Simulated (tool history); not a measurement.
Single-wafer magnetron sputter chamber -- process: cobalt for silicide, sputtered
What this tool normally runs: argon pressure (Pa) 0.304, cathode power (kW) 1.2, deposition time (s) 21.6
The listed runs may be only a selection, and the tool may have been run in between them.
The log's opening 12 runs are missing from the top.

| run | hour | argon pressure (Pa) | cathode power (kW) | deposition time (s) | read-back reference wafer on the same gauge, thickness_nm | mean film thickness on the monitor wafer (angstrom) |
|---|---|---|---|---|---|---|
| 13 | 506.6 | 0.304 | 1.2 | 21.6 | 13.291 | 134.17 |
| 14 | 523.4 | 0.257 | 1.45 | 18.3 | 13.306 | 137.43 |
|  | 551.5 | capacitance manometer re-zeroed and calibrated |
| 15 | 553.5 | 0.304 | 1.2 | 20.6 | 13.297 | 128.39 |
| 16 | 582.8 | 0.417 | 1.1 | 23.1 | 13.295 | 127.08 |
|  | 609 | sputter target and shields replaced |
| 17 | 609.5 | 0.304 | 1.2 | 21.6 | 13.291 | 134.41 |
|  | 646.5 | magnet pack replaced |
|  | 679.8 | gauge calibrated |
| 18 | 687.7 | 0.269 | 1 | 21.6 | 13.296 | 116.25 |
| 19 | 704.1 | 0.304 | 1.2 | 24.2 | 13.294 | 150.41 |
| 20 | 732.7 | 0.208 | 1.3 | 18.3 | 13.291 | 127.26 |
| 21 | 751.8 | 0.255 | 1.2 | 24.4 | 13.303 | 155.48 |
| 22 | 767.3 | 0.228 | 1.4 | 25.6 | 13.308 | 186.87 |
| 23 | 801.5 | 0.207 | 1.2 | 24.9 | 13.334 | 159.79 |
| 24 | 815.2 | 0.351 | 1.2 | 17.6 | 13.306 | 107.67 |
| 25 | 827.4 | 0.304 | 1.05 | 21.6 | 13.293 | 120.02 |
| 26 | 841.5 | 0.304 | 1.2 | 21.6 | 13.334 | 134.77 |
|  | 865.1 | sputter target and shields replaced |
| 27 | 865.6 | 0.304 | 1.2 | 21.6 | 13.298 | 134.9 |
| 28 | 878.4 | 0.304 | 1.2 | 21.6 | 13.301 | 134.72 |
| 29 | 913.5 | 0.304 | 1.2 | 21.6 | 13.315 | 134.65 |
| 30 | 929.9 | 0.407 | 1.2 | 19.9 | 13.314 | 119.59 |
| 31 | 951.7 | 0.193 | 1.4 | 18.4 | 13.295 | 137.07 |
| 32 | 977.5 | 0.414 | 1.05 | 17.5 | 13.294 | 93.8 |

Expected results for the next run?
| 33 | 990.5 | 0.424 | 1.2 | 19.1 | ? | ? |

Run 33 measured read-back reference wafer on the same gauge, thickness_nm 13.327, mean film thickness on the monitor wafer (angstrom) 114.5.
Minus the tool's unlogged condition, the same run would have read mean film thickness on the monitor wafer (angstrom) 114.5.

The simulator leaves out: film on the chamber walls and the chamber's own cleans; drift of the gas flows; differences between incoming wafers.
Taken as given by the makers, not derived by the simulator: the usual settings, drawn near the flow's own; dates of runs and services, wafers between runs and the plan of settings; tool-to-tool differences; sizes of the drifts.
